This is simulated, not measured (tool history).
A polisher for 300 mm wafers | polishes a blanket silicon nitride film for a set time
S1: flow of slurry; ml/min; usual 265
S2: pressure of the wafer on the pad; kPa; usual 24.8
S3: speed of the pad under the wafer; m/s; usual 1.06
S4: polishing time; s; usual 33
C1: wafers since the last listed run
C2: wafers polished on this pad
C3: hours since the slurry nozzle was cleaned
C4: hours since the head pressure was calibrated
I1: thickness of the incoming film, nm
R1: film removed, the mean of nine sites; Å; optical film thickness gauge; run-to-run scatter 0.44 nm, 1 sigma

run	hour	S1	S2	S3	S4	C1	C2	C3	C4	I1	R1
1	0	265	24.8	1.06	33	0	880	379.1	704.2	944.3	591
2	43	265	24.8	1.06	33	390	1271	422.1	747.2	941	593
3	85.2	265	24.8	1.06	33	383	1655	464.3	789.4	942	590
4	134.8	265	24.8	1.06	33	450	2105	513.9	839	948.1	600
# hour 142.4: worn pad replaced by a new one
5	205.5	265	29	1.06	33	606	573	584.6	909.7	947.9	643
6	256.1	265	24.8	1.06	33	459	1033	635.2	960.3	960.6	587
7	297.5	265	24.8	1.06	33	376	1409	676.6	1001.7	934.8	587
8	366.3	265	24.8	1.06	33	625	2034	745.4	1070.5	951	586
# hour 374.6: worn pad replaced by a new one
9	407.5	265	24.8	1.06	33	338	298	786.6	1111.7	952.3	591
10	437.7	265	24.8	1.06	33	274	573	816.8	1141.9	930.2	589
# hour 443.5: slurry nozzle cleaned
11	480.3	265	24.8	1.06	33	378	951	36.8	1184.5	947	593
12	506.9	265	24.8	1.06	33	241	1193	63.4	1211.1	937.6	580
# hour 559.8: worn pad replaced by a new one
13	560.3	265	24.8	1.06	33	448	4	116.8	1264.5	928.3	585
14	623.3	265	24.8	0.8	29	572	576	179.8	1327.5	924.9	416
# hour 635.5: head pressure recalibrated
15	692.7	265	32.4	0.86	37	612	1189	249.2	57.2	931.1	681
16	723	265	16.5	1.44	36	275	1464	279.5	87.5	928.8	644
17	750.2	265	17.2	1.16	29	247	1712	306.7	114.7	921.7	437
# hour 799.9: worn pad replaced by a new one
18	817.3	230	24.8	1.06	24	573	157	373.8	181.8	929.4	421

For run 19, what comes out?
19	843.5	185	24.8	1.06	29	238	396	400	208	946.7	?

Run 19 measured R1 497 Å.
Minus the tool's unlogged condition, the same run would have read R1 497 Å.

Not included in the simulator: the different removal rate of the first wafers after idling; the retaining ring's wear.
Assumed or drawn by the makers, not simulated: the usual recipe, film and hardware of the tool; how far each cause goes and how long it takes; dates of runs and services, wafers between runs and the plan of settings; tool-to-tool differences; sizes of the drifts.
